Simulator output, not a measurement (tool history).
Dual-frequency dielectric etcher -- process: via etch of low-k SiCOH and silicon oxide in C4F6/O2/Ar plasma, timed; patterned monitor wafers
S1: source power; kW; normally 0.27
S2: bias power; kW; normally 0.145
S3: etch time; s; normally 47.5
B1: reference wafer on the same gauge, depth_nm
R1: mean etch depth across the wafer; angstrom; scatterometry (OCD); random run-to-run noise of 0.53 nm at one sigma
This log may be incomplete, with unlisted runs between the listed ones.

run 1 hour=0 | S1=0.27 S2=0.145 S3=47.5 | B1=87 | R1=917
run 2 hour=65.2 | S1=0.27 S2=0.145 S3=47.5 | B1=87.3 | R1=927
run 3 hour=107.9 | S1=0.27 S2=0.145 S3=47.5 | B1=87.3 | R1=909
-- hour=135.4 wet clean of the chamber
run 4 hour=157.8 | S1=0.27 S2=0.145 S3=47.5 | B1=87.4 | R1=916
run 5 hour=223.3 | S1=0.27 S2=0.145 S3=47.5 | B1=87.2 | R1=921
run 6 hour=310.4 | S1=0.27 S2=0.145 S3=47.5 | B1=87.3 | R1=919
run 7 hour=396.2 | S1=0.27 S2=0.145 S3=47.5 | B1=87.3 | R1=914
run 8 hour=434.9 | S1=0.27 S2=0.145 S3=47.5 | B1=87.2 | R1=915
-- hour=456.1 gauge calibrated
run 9 hour=670.9 | S1=0.27 S2=0.17 S3=47.5 | B1=87.2 | R1=958
-- hour=913.8 wet clean of the chamber
run 10 hour=962.6 | S1=0.27 S2=0.145 S3=47.5 | B1=87.2 | R1=916
run 11 hour=1019.1 | S1=0.27 S2=0.145 S3=47.5 | B1=87.3 | R1=925
run 12 hour=1080.5 | S1=0.22 S2=0.145 S3=47.5 | B1=87.2 | R1=860
run 13 hour=1143.6 | S1=0.22 S2=0.145 S3=47.5 | B1=87.2 | R1=859
-- hour=1180.7 upper electrode replaced
run 14 hour=1231.3 | S1=0.24 S2=0.162 S3=57.5 | B1=87.3 | R1=1120
run 15 hour=1306.3 | S1=0.27 S2=0.145 S3=47.5 | B1=87.2 | R1=912

The next listed run, before its measurement:
run 16 hour=1405 | S1=0.21 S2=0.145 S3=47.5 | B1=? | R1=?

{"run 16": {"B1": 87.5, "R1": 857}}
Were there no unlogged condition in the tool, this run, its random variation unchanged, would have produced R1 857 angstrom.
